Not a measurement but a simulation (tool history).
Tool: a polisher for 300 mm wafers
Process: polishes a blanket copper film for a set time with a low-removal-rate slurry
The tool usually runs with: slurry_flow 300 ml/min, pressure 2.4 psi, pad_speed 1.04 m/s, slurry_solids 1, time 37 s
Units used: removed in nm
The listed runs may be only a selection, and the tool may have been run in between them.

run     day  slurry_flow  pressure  pad_speed  slurry_solids  time  incoming thickness of the incoming film, nm  removed
  1       0          350       2.4       1.04              1    37                                       1079.5     83.2
      0.567  -- worn pad replaced by a new one
  2   0.662          260       2.4       1.04              1    47                                       1074.9    104.8
      1.917  -- slurry blender recalibrated
  3   1.938          260       2.4       1.04              1    47                                       1088.8    101.3
  4   3.292          260       2.4       1.04              1    47                                       1081.3     99.9
  5   4.479          300       2.4       1.04              1    37                                       1070.8     80.8
      5.017  -- worn pad replaced by a new one
  6   5.783          300       2.4       1.04              1    37                                       1072.2     81.9
  7   7.021          345       2.4       1.04            0.9    37                                         1076     79.7
  8   8.433          345       2.4       1.04            0.9    37                                       1090.2     78.3
  9   9.208          345       2.4       1.04            0.9    37                                       1059.2     78.8
      9.442  -- worn pad replaced by a new one
       11.3  -- head pressure recalibrated
     11.833  -- slurry blender recalibrated
       13.3  -- worn pad replaced by a new one
 10  13.321          300       1.6       1.04              1    37                                       1075.9     54.9
 11  14.008          300       1.9        0.8              1    26                                       1094.2     38.1
 12  14.954          300       2.4       1.04              1    37                                       1086.7     79.3
     15.575  -- slurry nozzle cleaned
 13  16.271          300       1.8       0.86            0.9    37                                       1074.6       55
 14  17.138          225       2.4       1.26              1    37                                       1089.4     93.1
     18.125  -- worn pad replaced by a new one
 15  18.412          300       2.4        0.8              1    37                                       1088.8     73.3
 16  19.654          300       2.4       1.04              1    37                                         1066     83.6
 17  20.483          230       2.4        0.7            1.3    28                                       1069.9     51.3
     21.521  -- slurry blender recalibrated
 18  21.646          300       2.4       1.04              1    25                                       1091.2     55.4
     22.292  -- worn pad replaced by a new one
 19  22.538          200       1.8       1.04              1    37                                       1086.7     59.5

Forecast each of these 5 alternatives for the next run:
  A  22.554          300       2.4       1.04              1    37                                       1091.7        ?
  B  22.554          300       2.4       1.28              1    37                                       1091.7        ?
  C  22.554          230       3.1       1.04              1    37                                       1091.7        ?
  D  22.554          300       2.4       1.04           1.15    37                                       1091.7        ?
  E  22.554          300       2.4       1.04              1    29                                       1091.7        ?

run  removed
  A       85
  B     97.6
  C    105.2
  D     87.9
  E     66.6
Take away the tool's hidden state, keep each run's random variation, and the runs would have read:
run  removed
  A     88.7
  B      102
  C    111.2
  D     91.8
  E     69.5

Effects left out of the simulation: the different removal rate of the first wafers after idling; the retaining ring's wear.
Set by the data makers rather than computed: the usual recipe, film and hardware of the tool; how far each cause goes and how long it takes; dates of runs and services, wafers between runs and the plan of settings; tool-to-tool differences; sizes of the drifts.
